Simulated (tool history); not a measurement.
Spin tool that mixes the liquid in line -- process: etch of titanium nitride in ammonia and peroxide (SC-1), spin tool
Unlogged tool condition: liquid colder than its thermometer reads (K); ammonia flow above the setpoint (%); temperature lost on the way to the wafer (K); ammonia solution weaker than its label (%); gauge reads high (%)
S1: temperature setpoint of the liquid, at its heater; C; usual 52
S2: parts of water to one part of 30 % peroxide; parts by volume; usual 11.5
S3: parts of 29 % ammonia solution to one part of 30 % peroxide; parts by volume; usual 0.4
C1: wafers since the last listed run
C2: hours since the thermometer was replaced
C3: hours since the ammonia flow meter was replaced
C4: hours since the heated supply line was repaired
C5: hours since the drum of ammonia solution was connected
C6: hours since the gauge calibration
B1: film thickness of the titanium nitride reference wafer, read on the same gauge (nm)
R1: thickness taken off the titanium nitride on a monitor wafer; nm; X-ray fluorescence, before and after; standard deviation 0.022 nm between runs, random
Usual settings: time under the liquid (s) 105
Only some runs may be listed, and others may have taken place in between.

Run 1, hour 0: usual settings; C1 0; C2 1985; C3 1561.4; C4 1335.6; C5 161.7; C6 95; B1 90. Result: R1 6.19 nm.
Run 2, hour 35.3: usual settings; C1 221; C2 2020.3; C3 1596.7; C4 1370.9; C5 197; C6 130.3; B1 90. Result: R1 6.21 nm.
Run 3, hour 79.2: usual settings; C1 275; C2 2064.2; C3 1640.6; C4 1414.8; C5 240.9; C6 174.2; B1 89.99. Result: R1 6.17 nm.
At hour 103.5: new drum of ammonia solution connected.
Run 4, hour 119.5: usual settings; C1 246; C2 2104.5; C3 1680.9; C4 1455.1; C5 16; C6 214.5; B1 90.01. Result: R1 6.15 nm.
Run 5, hour 159: usual settings but S1 56.5 C, S2 13.5 parts by volume; C1 247; C2 2144; C3 1720.4; C4 1494.6; C5 55.5; C6 254; B1 89.99. Result: R1 7.71 nm.
Run 6, hour 220.2: usual settings but S1 56.5 C, S2 13.5 parts by volume; C1 383; C2 2205.2; C3 1781.6; C4 1555.8; C5 116.7; C6 315.2; B1 90.03. Result: R1 7.67 nm.
Run 7, hour 286.1: usual settings but S1 56.5 C, S2 13.5 parts by volume; C1 413; C2 2271.1; C3 1847.5; C4 1621.7; C5 182.6; C6 381.1; B1 89.99. Result: R1 7.65 nm.
Run 8, hour 318.2: usual settings but time under the liquid (s) 155; C1 201; C2 2303.2; C3 1879.6; C4 1653.8; C5 214.7; C6 413.2; B1 89.99. Result: R1 9 nm.
At hour 349.2: heated supply line repaired.
At hour 354.9: new drum of ammonia solution connected.
Run 9, hour 362.7: usual settings but S2 8 parts by volume; C1 266; C2 2347.7; C3 1924.1; C4 13.5; C5 7.8; C6 457.7; B1 90. Result: R1 7.81 nm.
Run 10, hour 396.2: usual settings but S2 8 parts by volume; C1 210; C2 2381.2; C3 1957.6; C4 47; C5 41.3; C6 491.2; B1 89.98. Result: R1 7.86 nm.
Run 11, hour 463.5: usual settings but S2 8 parts by volume; C1 422; C2 2448.5; C3 2024.9; C4 114.3; C5 108.6; C6 558.5; B1 90. Result: R1 7.79 nm.
Run 12, hour 489.1: usual settings; C1 160; C2 2474.1; C3 2050.5; C4 139.9; C5 134.2; C6 584.1; B1 89.99. Result: R1 6.43 nm.
Run 13, hour 546.1: usual settings but S1 46.5 C, S2 5.5 parts by volume, S3 0.45 parts by volume, time under the liquid (s) 145; C1 357; C2 2531.1; C3 2107.5; C4 196.9; C5 191.2; C6 641.1; B1 89.99. Result: R1 8.92 nm.
At hour 575.3: new drum of ammonia solution connected.
At hour 578.5: thermometer replaced.
Run 14, hour 595.4: usual settings but S1 56.5 C, S2 13.5 parts by volume; C1 296; C2 16.9; C3 2156.8; C4 246.2; C5 20.1; C6 690.4; B1 89.99. Result: R1 8 nm.
Run 15, hour 642.5: usual settings but S3 0.55 parts by volume; C1 295; C2 64; C3 2203.9; C4 293.3; C5 67.2; C6 737.5; B1 89.97. Result: R1 6.75 nm.
Run 16, hour 668.1: usual settings but S3 0.5 parts by volume; C1 160; C2 89.6; C3 2229.5; C4 318.9; C5 92.8; C6 763.1; B1 89.99. Result: R1 6.69 nm.
Run 17, hour 693.4: usual settings but S3 0.45 parts by volume; C1 158; C2 114.9; C3 2254.8; C4 344.2; C5 118.1; C6 788.4; B1 89.99. Result: R1 6.52 nm.
At hour 715.7: gauge calibrated.
Run 18, hour 742.6: usual settings; C1 308; C2 164.1; C3 2304; C4 393.4; C5 167.3; C6 26.9; B1 89.99. Result: R1 6.37 nm.
At hour 750.6: ammonia flow meter replaced.
At hour 790.8: new drum of ammonia solution connected.
Run 19, hour 813.6: usual settings; C1 432; C2 235.1; C3 63; C4 464.4; C5 22.8; C6 97.9; B1 89.98. Result: R1 6.37 nm.
Run 20, hour 849.5: usual settings; C1 225; C2 271; C3 98.9; C4 500.3; C5 58.7; C6 133.8; B1 90. Result: R1 6.35 nm.
Run 21, hour 916.4: usual settings but S3 0.25 parts by volume, time under the liquid (s) 50; C1 419; C2 337.9; C3 165.8; C4 567.2; C5 125.6; C6 200.7; B1 90.01. Result: R1 2.77 nm.
Run 22, hour 966.4: usual settings; C1 313; C2 387.9; C3 215.8; C4 617.2; C5 175.6; C6 250.7; B1 89.99. Result: R1 6.32 nm.
At hour 1010: new drum of ammonia solution connected.
Run 23, hour 1023.5: usual settings but S1 42.5 C, S2 8 parts by volume, S3 0.25 parts by volume, time under the liquid (s) 140; C1 351; C2 445; C3 272.9; C4 674.3; C5 13.5; C6 307.8; B1 90.01. Result: R1 4.75 nm.
Run 24, hour 1090.1: usual settings but S2 9 parts by volume, S3 0.3 parts by volume, time under the liquid (s) 70; C1 417; C2 511.6; C3 339.5; C4 740.9; C5 80.1; C6 374.4; B1 90.02. Result: R1 4.55 nm.
Run 25, hour 1120: usual settings but S2 16.5 parts by volume, S3 0.6 parts by volume, time under the liquid (s) 120; C1 187; C2 541.5; C3 369.4; C4 770.8; C5 110; C6 404.3; B1 90. Result: R1 6.34 nm.

Give the tool's hidden conditions for every run:
liquid colder than its thermometer reads (K): 0, the same for each run
ammonia flow above the setpoint (%): 0, the same for each run
ammonia solution weaker than its label (%): 0, the same for each run
gauge reads high (%): 0, the same for each run
H1: temperature lost on the way to the wafer (K)
run      H1
  1   0.691
  2   0.708
  3    0.73
  4    0.75
  5   0.769
  6   0.799
  7   0.831
  8   0.847
  9  0.0996
 10   0.116
 11   0.149
 12   0.162
 13    0.19
 14   0.214
 15   0.237
 16   0.249
 17   0.262
 18   0.286
 19   0.321
 20   0.338
 21   0.371
 22   0.396
 23   0.424
 24   0.456
 25   0.471

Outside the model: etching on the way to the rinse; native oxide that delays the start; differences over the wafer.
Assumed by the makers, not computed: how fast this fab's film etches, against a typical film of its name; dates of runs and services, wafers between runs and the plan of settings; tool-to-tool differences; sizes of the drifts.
